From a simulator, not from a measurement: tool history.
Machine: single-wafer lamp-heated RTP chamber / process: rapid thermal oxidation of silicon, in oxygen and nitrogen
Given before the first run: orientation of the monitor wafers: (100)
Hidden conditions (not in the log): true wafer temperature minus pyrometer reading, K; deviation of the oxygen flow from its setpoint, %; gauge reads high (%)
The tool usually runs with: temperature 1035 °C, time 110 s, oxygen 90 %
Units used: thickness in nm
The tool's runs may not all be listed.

run,day,temperature,time,oxygen,wafers since the last listed run,wafers since the last pyrometer calibration,hours since the oxygen flow controller was replaced,hours since the gauge calibration,"read-back reference wafer on the same gauge, thickness",thickness
1,0.000,1035,70,67,0,5139,2823.4,267.8,10.230,7.116
2,1.462,1035,70,67,299,5438,2858.5,302.9,10.224,7.159
3,2.442,1035,110,90,200,5638,2882.0,326.4,10.236,9.709
4,3.475,1035,110,90,211,5849,2906.8,351.2,10.232,9.782
5,4.088,1035,110,98,125,5975,2921.5,365.9,10.230,10.067
6,4.692,1035,110,98,123,6098,2936.0,380.4,10.242,10.034
7,5.712,1035,85,90,208,6307,2960.5,404.9,10.227,8.723
8,6.504,1042,110,90,161,6469,2979.5,423.9,10.229,10.254
9,7.850,1042,110,90,275,6744,3011.8,456.2,10.224,10.267
10,8.925,1042,110,90,219,6964,3037.6,482.0,10.235,10.361
# day 10.179: gauge calibrated
11,10.246,1065,110,90,270,7234,3069.3,1.6,10.229,12.102
12,10.821,1035,110,98,117,7351,3083.1,15.4,10.235,10.256
# day 11.396: oxygen flow controller replaced
13,12.079,1055,93,98,189,7540,16.4,45.6,10.232,10.907
14,12.858,1057,88,98,159,7700,35.1,64.3,10.231,10.688
15,14.138,1035,110,90,261,7961,65.8,95.0,10.226,9.917
16,14.892,1035,136,98,154,8115,83.9,113.1,10.223,11.312
# day 15.458: pyrometer window cleaned and pyrometer calibrated
17,15.708,1046,145,98,98,50,103.5,132.7,10.241,11.756
18,16.896,1062,63,90,242,293,132.0,161.2,10.236,8.674
19,17.654,1035,110,90,155,448,150.2,179.4,10.240,9.256
20,18.692,1042,110,90,212,660,175.1,204.3,10.217,9.758
21,19.621,1027,142,70,189,850,197.4,226.6,10.227,9.115

Branching from run 21: 3 alternative next runs. What would each branch give?
A,19.642,1035,110,90,4,855,197.9,227.1,?,?
B,19.642,1059,96,72,4,855,197.9,227.1,?,?
C,19.642,1035,110,71,4,855,197.9,227.1,?,?

run,"read-back reference wafer on the same gauge, thickness",thickness
A,10.244,9.270
B,10.244,9.484
C,10.244,8.509
Without the tool's unlogged condition, the same runs would have read:
run,thickness
A,9.181
B,9.397
C,8.427
